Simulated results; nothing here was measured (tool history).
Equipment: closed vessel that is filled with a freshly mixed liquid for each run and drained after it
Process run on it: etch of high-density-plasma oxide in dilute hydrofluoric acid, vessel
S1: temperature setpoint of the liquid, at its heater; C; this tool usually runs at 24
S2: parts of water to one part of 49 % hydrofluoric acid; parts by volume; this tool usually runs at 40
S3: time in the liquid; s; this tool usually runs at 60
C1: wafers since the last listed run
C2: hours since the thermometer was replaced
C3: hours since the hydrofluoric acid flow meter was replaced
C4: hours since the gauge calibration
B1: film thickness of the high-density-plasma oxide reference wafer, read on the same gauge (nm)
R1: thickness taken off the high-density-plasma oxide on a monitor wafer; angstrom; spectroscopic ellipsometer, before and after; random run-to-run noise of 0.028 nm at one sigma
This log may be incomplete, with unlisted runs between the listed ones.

Run 1, hour 0: usual settings; C1 0; C2 1601.3; C3 1794.3; C4 21.2; B1 129.99. Result: R1 79.4 angstrom.
Run 2, hour 10.6: usual settings; C1 687; C2 1611.9; C3 1804.9; C4 31.8; B1 130.01. Result: R1 79.4 angstrom.
Run 3, hour 24.1: usual settings; C1 876; C2 1625.4; C3 1818.4; C4 45.3; B1 130.02. Result: R1 79.2 angstrom.
Run 4, hour 37.1: usual settings; C1 843; C2 1638.4; C3 1831.4; C4 58.3; B1 130.02. Result: R1 79.1 angstrom.
Run 5, hour 48.4: usual settings but S3 75 s; C1 733; C2 1649.7; C3 1842.7; C4 69.6; B1 129.97. Result: R1 98.7 angstrom.
Run 6, hour 61.6: usual settings but S3 75 s; C1 856; C2 1662.9; C3 1855.9; C4 82.8; B1 129.98. Result: R1 98.6 angstrom.
Run 7, hour 71.3: usual settings but S3 75 s; C1 629; C2 1672.6; C3 1865.6; C4 92.5; B1 130.01. Result: R1 98.7 angstrom.
At hour 82.9: hydrofluoric acid flow meter replaced.
Run 8, hour 85.8: usual settings; C1 876; C2 1687.1; C3 2.9; C4 107; B1 130.01. Result: R1 89.7 angstrom.
Run 9, hour 101: usual settings but S3 35 s; C1 986; C2 1702.3; C3 18.1; C4 122.2; B1 129.99. Result: R1 51.7 angstrom.
At hour 109.1: thermometer replaced.
At hour 114.4: gauge calibrated.
Run 10, hour 123.7: usual settings; C1 1408; C2 14.6; C3 40.8; C4 9.3; B1 129.99. Result: R1 89 angstrom.
Run 11, hour 132.8: usual settings but S3 75 s; C1 590; C2 23.7; C3 49.9; C4 18.4; B1 130.01. Result: R1 111.2 angstrom.
Run 12, hour 149.3: usual settings; C1 1070; C2 40.2; C3 66.4; C4 34.9; B1 129.99. Result: R1 88.8 angstrom.
Run 13, hour 181.4: usual settings but S1 20 C, S2 50 parts by volume, S3 90 s; C1 2083; C2 72.3; C3 98.5; C4 67; B1 129.98. Result: R1 88.9 angstrom.
Run 14, hour 189.6: usual settings but S1 26 C, S2 50 parts by volume; C1 532; C2 80.5; C3 106.7; C4 75.2; B1 129.97. Result: R1 75.6 angstrom.
Run 15, hour 204: usual settings but S1 22.5 C, S2 25 parts by volume, S3 30 s; C1 934; C2 94.9; C3 121.1; C4 89.6; B1 130. Result: R1 67.6 angstrom.
Run 16, hour 211.5: usual settings but S1 27.5 C; C1 486; C2 102.4; C3 128.6; C4 97.1; B1 130.01. Result: R1 101.6 angstrom.
Run 17, hour 226.4: usual settings but S1 19.5 C, S2 55 parts by volume; C1 967; C2 117.3; C3 143.5; C4 112; B1 130. Result: R1 52.1 angstrom.

Each row is a separate what-if for the run after 17, all from the same tool condition, not one after another. Results?
Run A, hour 227.1: usual settings but S2 55 parts by volume; C1 45; C2 118; C3 144.2; C4 112.7; B1 ?. Result: R1 ?.
Run B, hour 227.1: usual settings but S3 80 s; C1 45; C2 118; C3 144.2; C4 112.7; B1 ?. Result: R1 ?.
Run C, hour 227.1: usual settings but S1 27 C, S2 35 parts by volume; C1 45; C2 118; C3 144.2; C4 112.7; B1 ?. Result: R1 ?.
Run D, hour 227.1: usual settings but S2 50 parts by volume, S3 80 s; C1 45; C2 118; C3 144.2; C4 112.7; B1 ?. Result: R1 ?.

run   B1     R1
  A  130   62.7
  B  130  117.4
  C  130  114.6
  D  130   92.6
Stripped of hidden state, with their random variation kept, the same runs would have yielded:
run     R1
  A   63.8
  B  119.3
  C  116.4
  D   94.1
